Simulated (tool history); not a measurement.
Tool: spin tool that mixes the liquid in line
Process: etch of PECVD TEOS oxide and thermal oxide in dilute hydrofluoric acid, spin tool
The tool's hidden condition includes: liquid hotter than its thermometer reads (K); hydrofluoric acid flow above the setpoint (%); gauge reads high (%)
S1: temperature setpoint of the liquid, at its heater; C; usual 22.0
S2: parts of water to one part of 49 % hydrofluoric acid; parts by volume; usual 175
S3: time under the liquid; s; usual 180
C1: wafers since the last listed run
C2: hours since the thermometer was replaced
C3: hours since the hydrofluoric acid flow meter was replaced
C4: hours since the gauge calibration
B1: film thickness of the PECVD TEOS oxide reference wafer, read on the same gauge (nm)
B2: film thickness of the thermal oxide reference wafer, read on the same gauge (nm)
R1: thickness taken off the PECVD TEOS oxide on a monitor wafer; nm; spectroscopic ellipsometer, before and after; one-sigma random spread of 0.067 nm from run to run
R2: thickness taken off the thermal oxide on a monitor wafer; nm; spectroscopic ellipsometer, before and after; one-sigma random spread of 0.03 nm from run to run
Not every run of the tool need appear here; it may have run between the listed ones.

run 1 hour=0.0 | S1=22.0 S2=175 S3=180 | C1=0 C2=1220.0 C3=632.1 C4=1402.1 | B1=100.02 B2=90.002 | R1=16.46 R2=4.058
run 2 hour=62.8 | S1=22.0 S2=175 S3=180 | C1=419 C2=1282.8 C3=694.9 C4=1464.9 | B1=99.98 B2=90.002 | R1=16.60 R2=4.008
run 3 hour=117.7 | S1=21.0 S2=175 S3=180 | C1=366 C2=1337.7 C3=749.8 C4=1519.8 | B1=100.02 B2=90.000 | R1=16.07 R2=3.923
run 4 hour=166.3 | S1=21.0 S2=175 S3=180 | C1=324 C2=1386.3 C3=798.4 C4=1568.4 | B1=99.97 B2=90.013 | R1=16.16 R2=3.858
run 5 hour=263.9 | S1=21.0 S2=175 S3=180 | C1=651 C2=1483.9 C3=896.0 C4=1666.0 | B1=99.99 B2=90.010 | R1=16.17 R2=3.837
run 6 hour=301.2 | S1=22.0 S2=175 S3=180 | C1=249 C2=1521.2 C3=933.3 C4=1703.3 | B1=100.03 B2=89.997 | R1=16.90 R2=3.992
run 7 hour=408.6 | S1=22.0 S2=175 S3=180 | C1=717 C2=1628.6 C3=1040.7 C4=1810.7 | B1=100.02 B2=89.988 | R1=16.86 R2=4.054
run 8 hour=467.7 | S1=22.0 S2=175 S3=180 | C1=394 C2=1687.7 C3=1099.8 C4=1869.8 | B1=99.98 B2=89.982 | R1=16.97 R2=4.115
run 9 hour=563.9 | S1=20.0 S2=95 S3=135 | C1=642 C2=1783.9 C3=1196.0 C4=1966.0 | B1=100.03 B2=90.004 | R1=23.75 R2=5.698
run 10 hour=610.7 | S1=20.0 S2=95 S3=135 | C1=312 C2=1830.7 C3=1242.8 C4=2012.8 | B1=99.99 B2=89.989 | R1=24.06 R2=5.883
-- hour=687.1 gauge calibrated
run 11 hour=698.7 | S1=24.5 S2=145 S3=105 | C1=587 C2=1918.7 C3=1330.8 C4=11.6 | B1=100.00 B2=89.995 | R1=13.80 R2=3.294
run 12 hour=784.1 | S1=22.0 S2=175 S3=180 | C1=570 C2=2004.1 C3=1416.2 C4=97.0 | B1=100.01 B2=89.982 | R1=17.45 R2=4.180
-- hour=791.5 hydrofluoric acid flow meter replaced
run 13 hour=885.3 | S1=20.0 S2=120 S3=135 | C1=669 C2=2105.3 C3=93.8 C4=198.2 | B1=99.99 B2=89.993 | R1=18.11 R2=4.397
run 14 hour=966.1 | S1=22.0 S2=95 S3=245 | C1=539 C2=2186.1 C3=174.6 C4=279.0 | B1=100.01 B2=89.987 | R1=46.54 R2=11.155
run 15 hour=1016.5 | S1=22.0 S2=175 S3=180 | C1=336 C2=2236.5 C3=225.0 C4=329.4 | B1=100.00 B2=90.007 | R1=16.89 R2=4.090
run 16 hour=1067.5 | S1=19.5 S2=260 S3=100 | C1=340 C2=2287.5 C3=276.0 C4=380.4 | B1=100.00 B2=89.999 | R1=5.31 R2=1.285
run 17 hour=1140.7 | S1=22.0 S2=175 S3=180 | C1=488 C2=2360.7 C3=349.2 C4=453.6 | B1=100.03 B2=89.967 | R1=16.94 R2=4.121
run 18 hour=1203.2 | S1=22.0 S2=175 S3=180 | C1=417 C2=2423.2 C3=411.7 C4=516.1 | B1=100.00 B2=90.007 | R1=17.18 R2=4.151
-- hour=1230.8 thermometer replaced
run 19 hour=1288.9 | S1=22.0 S2=175 S3=105 | C1=565 C2=58.1 C3=497.4 C4=601.8 | B1=100.00 B2=89.980 | R1=9.42 R2=2.267
run 20 hour=1350.7 | S1=19.5 S2=115 S3=180 | C1=412 C2=119.9 C3=559.2 C4=663.6 | B1=99.99 B2=89.992 | R1=23.85 R2=5.776
run 21 hour=1441.9 | S1=20.0 S2=230 S3=85 | C1=609 C2=211.1 C3=650.4 C4=754.8 | B1=100.00 B2=90.016 | R1=5.13 R2=1.240
run 22 hour=1739.3 | S1=24.0 S2=230 S3=275 | C1=1986 C2=508.5 C3=947.8 C4=1052.2 | B1=99.98 B2=89.984 | R1=19.83 R2=4.809
run 23 hour=1835.7 | S1=22.0 S2=120 S3=180 | C1=643 C2=604.9 C3=1044.2 C4=1148.6 | B1=99.99 B2=89.986 | R1=25.86 R2=6.253
run 24 hour=1937.3 | S1=22.0 S2=175 S3=245 | C1=678 C2=706.5 C3=1145.8 C4=1250.2 | B1=99.97 B2=89.997 | R1=22.93 R2=5.494
run 25 hour=1993.2 | S1=22.0 S2=175 S3=180 | C1=373 C2=762.4 C3=1201.7 C4=1306.1 | B1=100.00 B2=90.006 | R1=16.83 R2=4.131

Some steps in R1, run to run, broken into two amounts with sign: the step expected even without the hidden condition (settings, incoming material, random variation), and the rest, left for the hidden condition together with whatever gauge scatter is not in both the measured and the hidden-condition-free result:
Run 13 -> 14: S1 20.0 -> 22.0, S2 120 -> 95, S3 135 -> 245. R1 +28.43 nm: hidden state +2.38, all else +26.05.
Run 14 -> 15: S2 95 -> 175, S3 245 -> 180. R1 -29.65 nm: hidden state -2.39, all else -27.26.

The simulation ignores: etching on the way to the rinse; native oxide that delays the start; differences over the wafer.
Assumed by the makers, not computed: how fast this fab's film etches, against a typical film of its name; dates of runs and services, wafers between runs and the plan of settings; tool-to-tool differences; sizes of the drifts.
